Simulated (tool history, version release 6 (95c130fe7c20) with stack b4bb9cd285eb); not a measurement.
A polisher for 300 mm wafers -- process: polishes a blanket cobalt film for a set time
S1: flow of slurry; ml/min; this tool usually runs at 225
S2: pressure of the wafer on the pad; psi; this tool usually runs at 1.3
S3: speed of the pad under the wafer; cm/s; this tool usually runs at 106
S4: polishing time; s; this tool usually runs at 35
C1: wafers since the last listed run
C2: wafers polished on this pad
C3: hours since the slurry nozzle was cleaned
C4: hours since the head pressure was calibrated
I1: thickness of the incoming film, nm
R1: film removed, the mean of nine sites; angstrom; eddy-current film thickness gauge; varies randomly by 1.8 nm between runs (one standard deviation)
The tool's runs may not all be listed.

Run 1, hour 0.0: usual settings but S3 86 cm/s; C1 0; C2 88; C3 127.2; C4 521.6; I1 700.3. Result: R1 1000 angstrom.
Run 2, hour 41.4: usual settings but S2 1.1 psi; C1 343; C2 432; C3 168.6; C4 563.0; I1 705.1. Result: R1 1036 angstrom.
Run 3, hour 83.7: usual settings; C1 350; C2 782; C3 210.9; C4 605.3; I1 700.3. Result: R1 1195 angstrom.
Run 4, hour 146.1: usual settings; C1 517; C2 1300; C3 273.3; C4 667.7; I1 702.7. Result: R1 1201 angstrom.
At hour 198.1: worn pad replaced by a new one.
Run 5, hour 198.8: usual settings but S3 118 cm/s; C1 404; C2 5; C3 326.0; C4 720.4; I1 709.8. Result: R1 1323 angstrom.
Run 6, hour 239.9: usual settings but S3 118 cm/s; C1 341; C2 346; C3 367.1; C4 761.5; I1 705.9. Result: R1 1324 angstrom.
Run 7, hour 286.0: usual settings; C1 382; C2 729; C3 413.2; C4 807.6; I1 687.5. Result: R1 1190 angstrom.
Run 8, hour 336.0: usual settings; C1 414; C2 1144; C3 463.2; C4 857.6; I1 691.3. Result: R1 1153 angstrom.
Run 9, hour 388.3: usual settings; C1 433; C2 1578; C3 515.5; C4 909.9; I1 696.6. Result: R1 1158 angstrom.
At hour 441.6: worn pad replaced by a new one.
Run 10, hour 445.4: usual settings; C1 440; C2 31; C3 572.6; C4 967.0; I1 699.1. Result: R1 1126 angstrom.
At hour 484.8: slurry nozzle cleaned.
Run 11, hour 515.0: usual settings; C1 569; C2 600; C3 30.2; C4 1036.6; I1 709.9. Result: R1 1186 angstrom.
Run 12, hour 574.4: usual settings but S1 245 ml/min, S2 1.6 psi, S3 122 cm/s, S4 42 s; C1 492; C2 1093; C3 89.6; C4 1096.0; I1 695.4. Result: R1 2019 angstrom.
Run 13, hour 618.5: usual settings but S1 270 ml/min, S2 1.0 psi, S3 140 cm/s, S4 43 s; C1 365; C2 1459; C3 133.7; C4 1140.1; I1 697.9. Result: R1 1461 angstrom.
At hour 640.1: worn pad replaced by a new one.
Run 14, hour 680.9: usual settings; C1 484; C2 338; C3 196.1; C4 1202.5; I1 694.0. Result: R1 1175 angstrom.
Run 15, hour 741.3: usual settings but S1 170 ml/min, S2 1.6 psi, S3 94 cm/s, S4 43 s; C1 501; C2 839; C3 256.5; C4 1262.9; I1 706.2. Result: R1 1524 angstrom.
Run 16, hour 785.4: usual settings but S3 82 cm/s; C1 365; C2 1205; C3 300.6; C4 1307.0; I1 702.0. Result: R1 876 angstrom.
Run 17, hour 817.7: usual settings but S1 275 ml/min, S2 1.7 psi, S3 140 cm/s, S4 41 s; C1 267; C2 1473; C3 332.9; C4 1339.3; I1 715.7. Result: R1 2310 angstrom.
Run 18, hour 847.0: usual settings but S1 175 ml/min, S3 90 cm/s, S4 31 s; C1 243; C2 1716; C3 362.2; C4 1368.6; I1 689.5. Result: R1 831 angstrom.
At hour 891.4: head pressure recalibrated.
At hour 895.9: worn pad replaced by a new one.
Run 19, hour 953.3: usual settings; C1 832; C2 476; C3 468.5; C4 61.9; I1 704.8. Result: R1 1227 angstrom.
Run 20, hour 994.1: usual settings; C1 338; C2 815; C3 509.3; C4 102.7; I1 690.4. Result: R1 1208 angstrom.
At hour 997.5: slurry nozzle cleaned.
Run 21, hour 1018.2: usual settings but S1 250 ml/min, S2 1.7 psi; C1 191; C2 1006; C3 20.7; C4 126.8; I1 699.4. Result: R1 1657 angstrom.
Run 22, hour 1049.3: usual settings but S3 70 cm/s, S4 31 s; C1 258; C2 1264; C3 51.8; C4 157.9; I1 700.0. Result: R1 725 angstrom.
At hour 1096.7: worn pad replaced by a new one.
Run 23, hour 1119.3: usual settings but S3 140 cm/s; C1 547; C2 187; C3 121.8; C4 227.9; I1 697.3. Result: R1 1623 angstrom.

Alternative continuations, all from the tool just after run 23; predict every row:
Run A, hour 1119.7: usual settings; C1 3; C2 190; C3 122.2; C4 228.3; I1 698.2. Result: R1 ?.
Run B, hour 1119.7: usual settings but S1 165 ml/min, S4 39 s; C1 3; C2 190; C3 122.2; C4 228.3; I1 698.2. Result: R1 ?.
Run C, hour 1119.7: usual settings but S1 175 ml/min, S2 1.6 psi, S3 88 cm/s; C1 3; C2 190; C3 122.2; C4 228.3; I1 698.2. Result: R1 ?.
Run D, hour 1119.7: usual settings but S1 200 ml/min, S2 1.7 psi, S3 68 cm/s; C1 3; C2 190; C3 122.2; C4 228.3; I1 698.2. Result: R1 ?.

run    R1
  A  1236
  B  1338
  C  1234
  D  1026
Stripped of hidden state, with their random variation kept, the same runs would have yielded:
run    R1
  A  1246
  B  1350
  C  1245
  D  1035
